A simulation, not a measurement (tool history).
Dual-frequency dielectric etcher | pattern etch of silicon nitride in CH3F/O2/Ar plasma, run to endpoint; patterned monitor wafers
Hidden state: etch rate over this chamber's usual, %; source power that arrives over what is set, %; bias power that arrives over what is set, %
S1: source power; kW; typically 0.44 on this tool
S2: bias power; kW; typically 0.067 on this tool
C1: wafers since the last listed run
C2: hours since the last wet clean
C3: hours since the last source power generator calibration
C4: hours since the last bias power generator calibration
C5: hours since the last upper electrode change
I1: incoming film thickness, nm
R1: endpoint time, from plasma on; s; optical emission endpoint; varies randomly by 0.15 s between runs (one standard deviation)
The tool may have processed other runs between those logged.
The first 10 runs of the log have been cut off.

run 11 hour=130.9 | S1=0.53 S2=0.056 | C1=183 C2=282.6 C3=3805.8 C4=2851.5 C5=4904 | I1=32.75 | R1=48.1
run 12 hour=138.2 | S1=0.53 S2=0.056 | C1=131 C2=289.9 C3=3813.1 C4=2858.8 C5=4911.3 | I1=33.12 | R1=48.6
run 13 hour=145.4 | S1=0.44 S2=0.067 | C1=129 C2=297.1 C3=3820.3 C4=2866 C5=4918.5 | I1=32.97 | R1=50.1
run 14 hour=162 | S1=0.44 S2=0.078 | C1=297 C2=313.7 C3=3836.9 C4=2882.6 C5=4935.1 | I1=32.67 | R1=47.6
-- hour=187 upper electrode replaced
-- hour=188.5 wet clean of the chamber
run 15 hour=189 | S1=0.44 S2=0.067 | C1=26 C2=0.5 C3=3863.9 C4=2909.6 C5=2 | I1=32.99 | R1=49.7
run 16 hour=189.4 | S1=0.44 S2=0.067 | C1=7 C2=0.9 C3=3864.3 C4=2910 C5=2.4 | I1=32.79 | R1=49.4
run 17 hour=190.9 | S1=0.44 S2=0.067 | C1=26 C2=2.4 C3=3865.8 C4=2911.5 C5=3.9 | I1=32.84 | R1=49.2
run 18 hour=200.9 | S1=0.44 S2=0.05 | C1=179 C2=12.4 C3=3875.8 C4=2921.5 C5=13.9 | I1=32.75 | R1=52.9
run 19 hour=208.6 | S1=0.33 S2=0.067 | C1=138 C2=20.1 C3=3883.5 C4=2929.2 C5=21.6 | I1=32.61 | R1=55.6
run 20 hour=224.9 | S1=0.35 S2=0.074 | C1=292 C2=36.4 C3=3899.8 C4=2945.5 C5=37.9 | I1=32.55 | R1=52.6
run 21 hour=242.7 | S1=0.44 S2=0.067 | C1=319 C2=54.2 C3=3917.6 C4=2963.3 C5=55.7 | I1=32.76 | R1=49.2
run 22 hour=252.5 | S1=0.44 S2=0.054 | C1=175 C2=64 C3=3927.4 C4=2973.1 C5=65.5 | I1=32.95 | R1=52
run 23 hour=259.9 | S1=0.37 S2=0.067 | C1=132 C2=71.4 C3=3934.8 C4=2980.5 C5=72.9 | I1=32.63 | R1=53
run 24 hour=268.7 | S1=0.44 S2=0.052 | C1=157 C2=80.2 C3=3943.6 C4=2989.3 C5=81.7 | I1=32.79 | R1=52.3
run 25 hour=281.3 | S1=0.44 S2=0.058 | C1=226 C2=92.8 C3=3956.2 C4=3001.9 C5=94.3 | I1=32.66 | R1=50.9
run 26 hour=296.8 | S1=0.4 S2=0.075 | C1=278 C2=108.3 C3=3971.7 C4=3017.4 C5=109.8 | I1=32.99 | R1=50.3
-- hour=311.6 bias power generator calibrated
run 27 hour=314.2 | S1=0.44 S2=0.067 | C1=240 C2=125.7 C3=3989.1 C4=2.6 C5=127.2 | I1=32.52 | R1=48.9
-- hour=320.7 source power generator calibrated
run 28 hour=328.2 | S1=0.5 S2=0.067 | C1=179 C2=139.7 C3=7.5 C4=16.6 C5=141.2 | I1=32.63 | R1=46.7
run 29 hour=334.8 | S1=0.44 S2=0.067 | C1=118 C2=146.3 C3=14.1 C4=23.2 C5=147.8 | I1=32.64 | R1=49.4
run 30 hour=349.3 | S1=0.55 S2=0.083 | C1=260 C2=160.8 C3=28.6 C4=37.7 C5=162.3 | I1=32.91 | R1=42.6
run 31 hour=367.2 | S1=0.51 S2=0.051 | C1=321 C2=178.7 C3=46.5 C4=55.6 C5=180.2 | I1=32.74 | R1=49.8
run 32 hour=401.7 | S1=0.33 S2=0.067 | C1=619 C2=213.2 C3=81 C4=90.1 C5=214.7 | I1=33.13 | R1=57.1
run 33 hour=407.8 | S1=0.36 S2=0.052 | C1=109 C2=219.3 C3=87.1 C4=96.2 C5=220.8 | I1=32.84 | R1=57.7
run 34 hour=422.6 | S1=0.48 S2=0.053 | C1=265 C2=234.1 C3=101.9 C4=111 C5=235.6 | I1=32.88 | R1=50.9
run 35 hour=433.5 | S1=0.54 S2=0.075 | C1=195 C2=245 C3=112.8 C4=121.9 C5=246.5 | I1=32.76 | R1=44.3

Below are 3 alternative next runs, each starting from the tool's condition after run 35. Predict each:
run A hour=433.9 | S1=0.44 S2=0.067 | C1=7 C2=245.4 C3=113.2 C4=122.3 C5=246.9 | I1=32.84 | R1=?
run B hour=433.9 | S1=0.4 S2=0.074 | C1=7 C2=245.4 C3=113.2 C4=122.3 C5=246.9 | I1=32.84 | R1=?
run C hour=433.9 | S1=0.33 S2=0.081 | C1=7 C2=245.4 C3=113.2 C4=122.3 C5=246.9 | I1=32.84 | R1=?

run=A R1=49.4
run=B R1=50.1
run=C R1=53
Without the tool's unlogged condition, the same runs would have read:
run=A R1=48.8
run=B R1=49.5
run=C R1=52.3
